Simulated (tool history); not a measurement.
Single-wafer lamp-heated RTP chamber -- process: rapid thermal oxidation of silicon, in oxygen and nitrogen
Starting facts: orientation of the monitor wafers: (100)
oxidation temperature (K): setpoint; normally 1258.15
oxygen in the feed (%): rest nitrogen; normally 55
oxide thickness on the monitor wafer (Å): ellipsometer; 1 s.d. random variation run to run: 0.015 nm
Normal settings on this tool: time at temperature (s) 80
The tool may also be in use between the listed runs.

run	hour	oxidation temperature (K)	time at temperature (s)	oxygen in the feed (%)	wafers since the last listed run	wafers since the last pyrometer calibration	hours since the oxygen flow controller was replaced	hours since the gauge calibration	read-back reference wafer on the same gauge, thickness	oxide thickness on the monitor wafer (Å)
1	0.0	1258.15	80	47	0	2267	4401.5	164.6	5.118	55.47
# hour 2.5: gauge calibrated
2	11.8	1258.15	80	47	115	2382	4413.3	9.3	5.115	55.10
3	27.6	1258.15	80	47	155	2538	4429.1	25.1	5.115	55.85
4	37.8	1258.15	80	55	100	2638	4439.3	35.3	5.120	58.50
5	53.0	1258.15	80	55	149	2787	4454.5	50.5	5.118	58.82
6	65.9	1258.15	80	55	126	2913	4467.4	63.4	5.121	59.25
7	79.2	1258.15	80	55	130	3044	4480.7	76.7	5.126	59.03
# hour 104.2: oxygen flow controller replaced
8	118.1	1258.15	80	55	303	3347	13.9	115.6	5.118	59.77
# hour 126.7: pyrometer window cleaned and pyrometer calibrated
9	134.7	1258.15	80	55	84	78	30.5	132.2	5.116	62.16
10	143.9	1287.15	44	45	90	168	39.7	141.4	5.120	54.73
11	152.5	1287.15	44	45	84	252	48.3	150.0	5.120	55.45
12	161.9	1258.15	80	25	92	345	57.7	159.4	5.119	48.25
# hour 163.9: gauge calibrated
# hour 182.0: pyrometer window cleaned and pyrometer calibrated, repeated, since the last time left the tool worse
13	182.5	1258.15	66	43	123	4	78.3	18.6	5.120	48.72
14	187.3	1258.15	80	55	47	51	83.1	23.4	5.123	57.05
15	197.5	1267.15	80	55	100	151	93.3	33.6	5.125	61.31
16	206.2	1258.15	80	64	85	237	102.0	42.3	5.121	60.20
17	220.2	1258.15	113	63	137	374	116.0	56.3	5.122	69.48
18	237.9	1233.15	51	65	173	548	133.7	74.0	5.123	42.25

What was the tool's hidden state at every run in the log?
deviation of the oxygen flow from its setpoint, %: 0 in every run
gauge reads high (%): 0 in every run
H1: true wafer temperature minus pyrometer reading, K
run	H1
1	3.58
2	3.88
3	4.31
4	4.6
5	5.06
6	5.46
7	5.9
8	7.29
9	12.8
10	12.9
11	12.9
12	12.9
13	1.23
14	1.23
15	1.24
16	1.26
17	1.31
18	1.4

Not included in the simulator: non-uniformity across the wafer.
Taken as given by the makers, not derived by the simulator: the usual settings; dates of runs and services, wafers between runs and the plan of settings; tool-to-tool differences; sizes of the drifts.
